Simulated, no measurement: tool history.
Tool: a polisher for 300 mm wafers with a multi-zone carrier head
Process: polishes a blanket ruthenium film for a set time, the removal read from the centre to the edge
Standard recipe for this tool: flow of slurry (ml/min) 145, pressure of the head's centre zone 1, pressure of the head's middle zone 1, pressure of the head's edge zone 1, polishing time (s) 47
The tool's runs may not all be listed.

| run | hour | flow of slurry (ml/min) | pressure of the head's centre zone | pressure of the head's middle zone | pressure of the head's edge zone | polishing time (s) | incoming thickness of the incoming film, nm | film removed at the wafer's centre (angstrom) | film removed at mid-radius (angstrom) | film removed at the wafer's edge (angstrom) |
|---|---|---|---|---|---|---|---|---|---|---|
| 1 | 0 | 130 | 1 | 1 | 1 | 47 | 464.1 | 559 | 490 | 492 |
| 2 | 62.8 | 145 | 1 | 1.09 | 1 | 47 | 456.7 | 579 | 534 | 508 |
| 3 | 121 | 160 | 1 | 1 | 1 | 62 | 464 | 782 | 683 | 683 |
| 4 | 175 | 145 | 0.92 | 1 | 1 | 59 | 454.3 | 664 | 643 | 643 |
| 5 | 228.3 | 130 | 1 | 1 | 1 | 47 | 457 | 496 | 497 | 503 |
| 6 | 406.5 | 145 | 1 | 1 | 1 | 47 | 465 | 493 | 507 | 503 |
| 7 | 456.8 | 175 | 1 | 0.95 | 1.06 | 61 | 454.1 | 677 | 666 | 696 |
| 8 | 502.8 | 145 | 1 | 1 | 1 | 47 | 456.5 | 500 | 504 | 512 |
| 9 | 559.2 | 145 | 1.06 | 1 | 1.09 | 47 | 458.3 | 536 | 513 | 526 |
| 10 | 667.2 | 145 | 1.07 | 1 | 1 | 47 | 456.7 | 541 | 516 | 523 |
| 11 | 714.1 | 110 | 1 | 1.06 | 1.11 | 38 | 458.2 | 387 | 404 | 423 |
| 12 | 751.4 | 130 | 1.09 | 1 | 0.95 | 56 | 462.2 | 648 | 608 | 590 |
| 13 | 810.8 | 130 | 1 | 1 | 1 | 47 | 467.3 | 508 | 501 | 507 |
| 14 | 855.3 | 145 | 1.11 | 1 | 1 | 47 | 458.2 | 578 | 512 | 508 |
| 15 | 1007.7 | 195 | 1 | 1 | 1 | 59 | 456.7 | 699 | 675 | 667 |
| 16 | 1034.2 | 145 | 1.11 | 1 | 1 | 47 | 464.2 | 572 | 516 | 511 |
| 17 | 1064.3 | 185 | 1 | 1 | 1 | 47 | 459.8 | 555 | 527 | 520 |
| 18 | 1088.8 | 125 | 1.04 | 1 | 1 | 35 | 458.2 | 395 | 368 | 372 |
| 19 | 1130.4 | 175 | 1.07 | 1.04 | 1.06 | 47 | 462.3 | 586 | 543 | 535 |
| 20 | 1202 | 175 | 0.88 | 0.92 | 1 | 47 | 457.6 | 492 | 494 | 533 |
| 21 | 1250.4 | 145 | 1 | 0.88 | 0.94 | 47 | 455.6 | 538 | 465 | 501 |
| 22 | 1299.6 | 130 | 1 | 1.03 | 0.92 | 36 | 462 | 404 | 392 | 376 |
| 23 | 1353.1 | 120 | 0.97 | 0.96 | 1.12 | 47 | 462.8 | 507 | 480 | 526 |

Not shown here: 9 entries made in the log between runs. Locate each between two listed runs and compare the hidden state at the listed run before it with the hidden state at the listed run after it:
Logged between run 2 and run 3: carrier head's membrane replaced by a new one (hour 102)
  deviation of the centre zone's pressure from its setpoint, %: 14.9 -> 15.2
  the result without the hidden state subtracted from the measured one, film removed at the wafer's centre (angstrom): +76 -> +104
Logged between run 3 and run 4: edge zone pressure recalibrated (hour 136.7)
  deviation of the centre zone's pressure from its setpoint, %: 15.2 -> 15.5
  the result without the hidden state subtracted from the measured one, film removed at the wafer's centre (angstrom): +104 -> +90
Logged between run 4 and run 5: centre zone pressure recalibrated, repeated, since the last time left the tool worse (hour 196.6)
  deviation of the centre zone's pressure from its setpoint, %: 15.5 -> -0.132
  the result without the hidden state subtracted from the measured one, film removed at the wafer's centre (angstrom): +90 -> -1
Logged between run 5 and run 6: worn pad replaced by a new one (hour 246.1); slurry nozzle cleaned (hour 320.2)
  deviation of the centre zone's pressure from its setpoint, %: -0.132 -> 0.134
  the result without the hidden state subtracted from the measured one, film removed at the wafer's centre (angstrom): -1 -> +1
Logged between run 11 and run 12: worn pad replaced by a new one (hour 729.5)
  deviation of the centre zone's pressure from its setpoint, %: 1.52 -> 1.77
  the result without the hidden state subtracted from the measured one, film removed at the wafer's centre (angstrom): +5 -> +12
Logged between run 13 and run 14: edge zone pressure recalibrated (hour 844)
  deviation of the centre zone's pressure from its setpoint, %: 2.2 -> 2.55
  the result without the hidden state subtracted from the measured one, film removed at the wafer's centre (angstrom): +11 -> +14
Logged between run 14 and run 15: slurry nozzle cleaned (hour 1003.8)
  deviation of the centre zone's pressure from its setpoint, %: 2.55 -> 3.93
  the result without the hidden state subtracted from the measured one, film removed at the wafer's centre (angstrom): +14 -> +26
Logged between run 19 and run 20: worn pad replaced by a new one (hour 1199.2)
  deviation of the centre zone's pressure from its setpoint, %: 5.26 -> 6.12
  the result without the hidden state subtracted from the measured one, film removed at the wafer's centre (angstrom): +29 -> +29
